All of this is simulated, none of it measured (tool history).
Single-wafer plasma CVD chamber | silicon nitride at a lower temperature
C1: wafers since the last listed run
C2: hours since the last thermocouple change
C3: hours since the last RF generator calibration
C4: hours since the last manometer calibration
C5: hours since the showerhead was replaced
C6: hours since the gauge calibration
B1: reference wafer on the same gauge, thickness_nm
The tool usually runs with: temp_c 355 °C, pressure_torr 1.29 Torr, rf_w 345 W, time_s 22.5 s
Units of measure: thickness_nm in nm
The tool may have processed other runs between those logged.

{"run": 1, "hour": 0.0, "temp_c": 355, "pressure_torr": 1.29, "rf_w": 345, "time_s": 22.5, "C1": 0, "C2": 949.4, "C3": 80.1, "C4": 1575.7, "C5": 4.0, "C6": 698.4, "B1": 29.396, "thickness_nm": 27.618}
{"run": 2, "hour": 19.9, "temp_c": 355, "pressure_torr": 1.29, "rf_w": 345, "time_s": 22.5, "C1": 322, "C2": 969.3, "C3": 100.0, "C4": 1595.6, "C5": 23.9, "C6": 718.3, "B1": 29.351, "thickness_nm": 27.497}
{"run": 3, "hour": 36.8, "temp_c": 355, "pressure_torr": 1.29, "rf_w": 345, "time_s": 22.5, "C1": 274, "C2": 986.2, "C3": 116.9, "C4": 1612.5, "C5": 40.8, "C6": 735.2, "B1": 29.419, "thickness_nm": 27.563}
{"run": 4, "hour": 50.8, "temp_c": 355, "pressure_torr": 1.29, "rf_w": 345, "time_s": 24.7, "C1": 227, "C2": 1000.2, "C3": 130.9, "C4": 1626.5, "C5": 54.8, "C6": 749.2, "B1": 29.376, "thickness_nm": 30.263}
{"run": 5, "hour": 72.3, "temp_c": 355, "pressure_torr": 1.54, "rf_w": 345, "time_s": 25.1, "C1": 348, "C2": 1021.7, "C3": 152.4, "C4": 1648.0, "C5": 76.3, "C6": 770.7, "B1": 29.312, "thickness_nm": 32.4}
{"run": 6, "hour": 111.8, "temp_c": 355, "pressure_torr": 1.29, "rf_w": 345, "time_s": 22.5, "C1": 640, "C2": 1061.2, "C3": 191.9, "C4": 1687.5, "C5": 115.8, "C6": 810.2, "B1": 29.388, "thickness_nm": 27.38}
{"run": 7, "hour": 125.7, "temp_c": 355, "pressure_torr": 1.29, "rf_w": 345, "time_s": 22.5, "C1": 225, "C2": 1075.1, "C3": 205.8, "C4": 1701.4, "C5": 129.7, "C6": 824.1, "B1": 29.384, "thickness_nm": 27.282}
{"run": 8, "hour": 142.2, "temp_c": 355, "pressure_torr": 1.29, "rf_w": 325, "time_s": 22.5, "C1": 267, "C2": 1091.6, "C3": 222.3, "C4": 1717.9, "C5": 146.2, "C6": 840.6, "B1": 29.383, "thickness_nm": 26.359}
{"run": 9, "hour": 168.0, "temp_c": 355, "pressure_torr": 1.54, "rf_w": 345, "time_s": 25.1, "C1": 418, "C2": 1117.4, "C3": 248.1, "C4": 1743.7, "C5": 172.0, "C6": 866.4, "B1": 29.411, "thickness_nm": 32.06}
{"run": 10, "hour": 190.0, "temp_c": 348, "pressure_torr": 1.43, "rf_w": 345, "time_s": 19.0, "C1": 356, "C2": 1139.4, "C3": 270.1, "C4": 1765.7, "C5": 194.0, "C6": 888.4, "B1": 29.358, "thickness_nm": 23.922}
{"run": 11, "hour": 209.2, "temp_c": 355, "pressure_torr": 1.16, "rf_w": 345, "time_s": 19.4, "C1": 311, "C2": 1158.6, "C3": 289.3, "C4": 1784.9, "C5": 213.2, "C6": 907.6, "B1": 29.396, "thickness_nm": 22.939}
{"run": 12, "hour": 222.5, "temp_c": 355, "pressure_torr": 1.29, "rf_w": 345, "time_s": 25.0, "C1": 215, "C2": 1171.9, "C3": 302.6, "C4": 1798.2, "C5": 226.5, "C6": 920.9, "B1": 29.302, "thickness_nm": 30.371}
{"run": 13, "hour": 245.9, "temp_c": 365, "pressure_torr": 1.49, "rf_w": 345, "time_s": 22.5, "C1": 379, "C2": 1195.3, "C3": 326.0, "C4": 1821.6, "C5": 249.9, "C6": 944.3, "B1": 29.417, "thickness_nm": 28.787}
{"hour": 248.7, "done": "gauge calibrated"}
{"hour": 259.1, "done": "capacitance manometer re-zeroed and calibrated"}
{"run": 14, "hour": 259.7, "temp_c": 355, "pressure_torr": 1.29, "rf_w": 345, "time_s": 22.5, "C1": 94, "C2": 1209.1, "C3": 339.8, "C4": 0.6, "C5": 263.7, "C6": 11.0, "B1": 29.381, "thickness_nm": 27.293}
{"run": 15, "hour": 286.7, "temp_c": 359, "pressure_torr": 1.54, "rf_w": 280, "time_s": 18.2, "C1": 437, "C2": 1236.1, "C3": 366.8, "C4": 27.6, "C5": 290.7, "C6": 38.0, "B1": 29.358, "thickness_nm": 20.486}
{"run": 16, "hour": 307.9, "temp_c": 364, "pressure_torr": 1.39, "rf_w": 345, "time_s": 26.4, "C1": 343, "C2": 1257.3, "C3": 388.0, "C4": 48.8, "C5": 311.9, "C6": 59.2, "B1": 29.4, "thickness_nm": 33.03}
{"hour": 336.0, "done": "thermocouple changed; heater temperature recalibrated"}
{"run": 17, "hour": 336.5, "temp_c": 355, "pressure_torr": 1.29, "rf_w": 305, "time_s": 22.5, "C1": 334, "C2": 0.5, "C3": 416.6, "C4": 77.4, "C5": 340.5, "C6": 87.8, "B1": 29.378, "thickness_nm": 25.168}
{"run": 18, "hour": 360.6, "temp_c": 355, "pressure_torr": 1.29, "rf_w": 345, "time_s": 22.5, "C1": 390, "C2": 24.6, "C3": 440.7, "C4": 101.5, "C5": 364.6, "C6": 111.9, "B1": 29.397, "thickness_nm": 27.106}
{"run": 19, "hour": 390.2, "temp_c": 355, "pressure_torr": 1.29, "rf_w": 345, "time_s": 22.5, "C1": 480, "C2": 54.2, "C3": 470.3, "C4": 131.1, "C5": 394.2, "C6": 141.5, "B1": 29.399, "thickness_nm": 27.377}
{"run": 20, "hour": 407.1, "temp_c": 347, "pressure_torr": 1.1, "rf_w": 295, "time_s": 22.5, "C1": 274, "C2": 71.1, "C3": 487.2, "C4": 148.0, "C5": 411.1, "C6": 158.4, "B1": 29.474, "thickness_nm": 23.311}
{"run": 21, "hour": 458.5, "temp_c": 349, "pressure_torr": 1.29, "rf_w": 385, "time_s": 20.2, "C1": 833, "C2": 122.5, "C3": 538.6, "C4": 199.4, "C5": 462.5, "C6": 209.8, "B1": 29.371, "thickness_nm": 26.158}
{"run": 22, "hour": 490.6, "temp_c": 367, "pressure_torr": 1.1, "rf_w": 395, "time_s": 22.5, "C1": 520, "C2": 154.6, "C3": 570.7, "C4": 231.5, "C5": 494.6, "C6": 241.9, "B1": 29.387, "thickness_nm": 28.045}
{"run": 23, "hour": 517.3, "temp_c": 363, "pressure_torr": 1.29, "rf_w": 345, "time_s": 22.5, "C1": 433, "C2": 181.3, "C3": 597.4, "C4": 258.2, "C5": 521.3, "C6": 268.6, "B1": 29.458, "thickness_nm": 26.718}
{"run": 24, "hour": 538.0, "temp_c": 351, "pressure_torr": 1.5, "rf_w": 300, "time_s": 20.4, "C1": 335, "C2": 202.0, "C3": 618.1, "C4": 278.9, "C5": 542.0, "C6": 289.3, "B1": 29.419, "thickness_nm": 23.441}
{"run": 25, "hour": 551.3, "temp_c": 355, "pressure_torr": 1.44, "rf_w": 290, "time_s": 22.5, "C1": 215, "C2": 215.3, "C3": 631.4, "C4": 292.2, "C5": 555.3, "C6": 302.6, "B1": 29.387, "thickness_nm": 25.193}
{"run": 26, "hour": 584.2, "temp_c": 355, "pressure_torr": 1.29, "rf_w": 385, "time_s": 22.5, "C1": 533, "C2": 248.2, "C3": 664.3, "C4": 325.1, "C5": 588.2, "C6": 335.5, "B1": 29.359, "thickness_nm": 29.022}
{"run": 27, "hour": 618.4, "temp_c": 350, "pressure_torr": 1.56, "rf_w": 375, "time_s": 22.5, "C1": 554, "C2": 282.4, "C3": 698.5, "C4": 359.3, "C5": 622.4, "C6": 369.7, "B1": 29.355, "thickness_nm": 30.278}
{"run": 28, "hour": 645.4, "temp_c": 355, "pressure_torr": 1.29, "rf_w": 345, "time_s": 22.5, "C1": 437, "C2": 309.4, "C3": 725.5, "C4": 386.3, "C5": 649.4, "C6": 396.7, "B1": 29.437, "thickness_nm": 27.17}

Consider 5 possible next runs. They are alternatives, not a sequence: every one starts from the tool as it was left by run 28. What does each give?
{"run": "A", "hour": 645.8, "temp_c": 355, "pressure_torr": 1.29, "rf_w": 345, "time_s": 22.5, "C1": 6, "C2": 309.8, "C3": 725.9, "C4": 386.7, "C5": 649.8, "C6": 397.1, "B1": "?", "thickness_nm": "?"}
{"run": "B", "hour": 645.8, "temp_c": 359, "pressure_torr": 1.08, "rf_w": 400, "time_s": 18.7, "C1": 6, "C2": 309.8, "C3": 725.9, "C4": 386.7, "C5": 649.8, "C6": 397.1, "B1": "?", "thickness_nm": "?"}
{"run": "C", "hour": 645.8, "temp_c": 355, "pressure_torr": 1.29, "rf_w": 345, "time_s": 21.1, "C1": 6, "C2": 309.8, "C3": 725.9, "C4": 386.7, "C5": 649.8, "C6": 397.1, "B1": "?", "thickness_nm": "?"}
{"run": "D", "hour": 645.8, "temp_c": 355, "pressure_torr": 1.29, "rf_w": 295, "time_s": 22.5, "C1": 6, "C2": 309.8, "C3": 725.9, "C4": 386.7, "C5": 649.8, "C6": 397.1, "B1": "?", "thickness_nm": "?"}
{"run": "E", "hour": 645.8, "temp_c": 366, "pressure_torr": 1.59, "rf_w": 295, "time_s": 21.0, "C1": 6, "C2": 309.8, "C3": 725.9, "C4": 386.7, "C5": 649.8, "C6": 397.1, "B1": "?", "thickness_nm": "?"}

run=A B1=29.451 thickness_nm=26.832
run=B B1=29.451 thickness_nm=23.011
run=C B1=29.451 thickness_nm=25.166
run=D B1=29.451 thickness_nm=24.274
run=E B1=29.451 thickness_nm=24.075
With no hidden state in the tool, these same runs would have given:
run=A thickness_nm=27.432
run=B thickness_nm=23.506
run=C thickness_nm=25.728
run=D thickness_nm=24.855
run=E thickness_nm=24.651

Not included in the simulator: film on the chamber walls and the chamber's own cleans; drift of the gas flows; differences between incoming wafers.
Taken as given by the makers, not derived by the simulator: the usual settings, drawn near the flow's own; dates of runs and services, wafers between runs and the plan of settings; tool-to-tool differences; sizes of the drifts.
